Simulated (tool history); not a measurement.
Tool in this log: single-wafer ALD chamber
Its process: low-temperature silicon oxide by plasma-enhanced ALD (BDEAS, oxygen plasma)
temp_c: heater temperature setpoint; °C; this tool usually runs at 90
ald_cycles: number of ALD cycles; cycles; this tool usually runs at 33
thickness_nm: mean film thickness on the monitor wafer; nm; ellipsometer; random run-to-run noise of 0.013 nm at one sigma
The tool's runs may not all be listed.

run   hour  temp_c  ald_cycles  read-back reference wafer on the same gauge, thickness_nm  thickness_nm
  1    0.0      90          33                                                      4.575         5.322
  2    6.2      90          33                                                      4.577         5.348
  3   19.9      90          33                                                      4.579         5.347
  4   33.8      90          35                                                      4.581         5.646
  5   51.1      90          35                                                      4.582         5.665
  6   68.0     102          37                                                      4.583         5.750
  7   82.1     102          37                                                      4.578         5.744
  8   89.5      90          29                                                      4.584         4.678
  9  105.0      90          29                                                      4.581         4.691
     110.3  -- gauge calibrated
 10  116.5      90          29                                                      4.583         4.708
     128.7  -- thermocouple changed; heater temperature recalibrated
 11  134.3      90          33                                                      4.580         5.343
 12  146.0      90          33                                                      4.582         5.375
 13  162.0      90          33                                                      4.581         5.338
 14  168.7      79          37                                                      4.583         6.257
 15  180.9      90          27                                                      4.584         4.372
 16  197.3      83          35                                                      4.580         5.821
 17  213.9      90          33                                                      4.580         5.332
 18  229.6      90          31                                                      4.581         5.015
 19  245.3     102          33                                                      4.581         5.147
 20  252.0      90          38                                                      4.579         6.151
 21  261.3     101          38                                                      4.576         5.885
 22  271.1      90          33                                                      4.577         5.336
 23  288.5      90          33                                                      4.581         5.334
 24  305.3      86          33                                                      4.578         5.422
 25  318.8      90          39                                                      4.580         6.316
 26  325.3      90          33                                                      4.579         5.328

5 ways to go on from here, each from the tool as it stands after run 26. What would each give?
  A  325.8      79          33                                                          ?             ?
  B  325.8      97          39                                                          ?             ?
  C  325.8      86          29                                                          ?             ?
  D  325.8     102          30                                                          ?             ?
  E  325.8     100          39                                                          ?             ?

run  read-back reference wafer on the same gauge, thickness_nm  thickness_nm
  A                                                      4.580         5.600
  B                                                      4.580         6.164
  C                                                      4.580         4.790
  D                                                      4.580         4.676
  E                                                      4.580         6.104
The same runs, with their run-to-run variation unchanged, on a tool lacking any hidden condition would have given:
run  thickness_nm
  A         5.600
  B         6.164
  C         4.790
  D         4.676
  E         6.104
